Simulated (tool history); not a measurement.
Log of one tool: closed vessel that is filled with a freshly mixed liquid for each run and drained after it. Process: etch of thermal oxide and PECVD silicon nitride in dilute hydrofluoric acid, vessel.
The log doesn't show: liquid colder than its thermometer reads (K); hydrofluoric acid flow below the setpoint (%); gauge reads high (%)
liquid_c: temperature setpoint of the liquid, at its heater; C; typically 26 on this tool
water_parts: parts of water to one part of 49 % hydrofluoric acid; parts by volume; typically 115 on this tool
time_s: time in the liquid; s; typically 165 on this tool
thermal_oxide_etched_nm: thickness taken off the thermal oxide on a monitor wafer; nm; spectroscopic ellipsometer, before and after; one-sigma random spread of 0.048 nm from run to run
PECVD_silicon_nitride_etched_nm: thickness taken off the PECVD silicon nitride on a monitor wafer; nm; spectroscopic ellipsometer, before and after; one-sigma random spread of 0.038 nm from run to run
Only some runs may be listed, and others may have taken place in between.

run	hour	liquid_c	water_parts	time_s	wafers since the last listed run	hours since the thermometer was replaced	hours since the hydrofluoric acid flow meter was replaced	hours since the gauge calibration	read-back film thickness of the thermal oxide reference wafer, read on the same gauge (nm)	read-back film thickness of the PECVD silicon nitride reference wafer, read on the same gauge (nm)	thermal_oxide_etched_nm	PECVD_silicon_nitride_etched_nm
1	0	26	115	165	0	1727	492.2	138.1	100.01	99.96	7.12	6.14
2	18.3	26	115	165	1082	1745.3	510.5	156.4	99.99	100.02	7.05	6.19
3	41.5	26	85	165	1372	1768.5	533.7	179.6	100	99.97	9.83	8.22
4	69.4	26	85	165	1650	1796.4	561.6	207.5	100.02	100.01	9.94	8.28
5	82	26	115	165	745	1809	574.2	220.1	100.03	100.01	6.96	6.11
6	105.3	26	115	165	1378	1832.3	597.5	243.4	100.01	100.01	7.08	6.17
7	124.2	26	85	165	1117	1851.2	616.4	262.3	99.99	99.99	9.73	8.26
8	149.3	26	115	210	1484	1876.3	641.5	287.4	100.01	100.01	8.85	7.77
# hour 151.1: hydrofluoric acid flow meter replaced
9	176.8	24	70	165	1567	1903.8	25.7	314.9	99.98	99.98	11.2	8.72
# hour 178.8: thermometer replaced
10	206	23	115	165	1667	27.2	54.9	344.1	100	100	6.75	5.88
11	225	26	115	165	1123	46.2	73.9	363.1	99.99	100.04	7.6	7.13
12	243.7	30	140	80	1106	64.9	92.6	381.8	99.98	100.03	3.39	3.62
13	271.1	21	115	250	1620	92.3	120	409.2	99.99	99.99	9.43	7.72
14	297.5	27.5	165	225	1561	118.7	146.4	435.6	99.99	99.98	7.15	7.44
15	311.1	26	115	165	804	132.3	160	449.2	99.96	100	7.53	7.06
16	333.9	30	115	165	1348	155.1	182.8	472	99.96	99.98	8.84	9.04
# hour 350.5: gauge calibrated
17	363	24.5	60	235	1721	184.2	211.9	12.5	99.97	99.97	20.72	17.42
18	380.5	26	115	165	1035	201.7	229.4	30	99.98	100.02	7.62	6.99
19	415	26	85	165	2040	236.2	263.9	64.5	100	100.01	10.43	9.45
20	439.4	27.5	130	210	1443	260.6	288.3	88.9	99.98	100.03	8.84	8.69
21	462.1	28	115	95	1342	283.3	311	111.6	99.99	100.05	4.63	4.54
22	487.1	28	85	85	1478	308.3	336	136.6	99.97	100.01	5.97	5.5
23	511.4	29	65	195	1437	332.6	360.3	160.9	100	100.02	19.01	17.41
24	532.3	26	115	165	1236	353.5	381.2	181.8	100	100.01	7.42	6.87
25	545.9	29.5	65	70	804	367.1	394.8	195.4	100.01	100.02	6.87	6.43

Below are 5 alternative next runs, each starting from the tool's condition after run 25. Predict each:
A	546.6	26	115	165	41	367.8	395.5	196.1	?	?	?	?
B	546.6	26	95	100	41	367.8	395.5	196.1	?	?	?	?
C	546.6	30	115	240	41	367.8	395.5	196.1	?	?	?	?
D	546.6	26	115	85	41	367.8	395.5	196.1	?	?	?	?
E	546.6	28.5	60	165	41	367.8	395.5	196.1	?	?	?	?

run	read-back film thickness of the thermal oxide reference wafer, read on the same gauge (nm)	read-back film thickness of the PECVD silicon nitride reference wafer, read on the same gauge (nm)	thermal_oxide_etched_nm	PECVD_silicon_nitride_etched_nm
A	99.99	99.98	7.46	6.9
B	99.99	99.98	5.61	5.06
C	99.99	99.98	12.63	12.95
D	99.99	99.98	3.84	3.56
E	99.99	99.98	16.97	15.48
Stripped of hidden state, with their random variation kept, the same runs would have yielded:
run	thermal_oxide_etched_nm	PECVD_silicon_nitride_etched_nm
A	7.64	7.18
B	5.75	5.26
C	12.92	13.45
D	3.93	3.7
E	17.38	16.1

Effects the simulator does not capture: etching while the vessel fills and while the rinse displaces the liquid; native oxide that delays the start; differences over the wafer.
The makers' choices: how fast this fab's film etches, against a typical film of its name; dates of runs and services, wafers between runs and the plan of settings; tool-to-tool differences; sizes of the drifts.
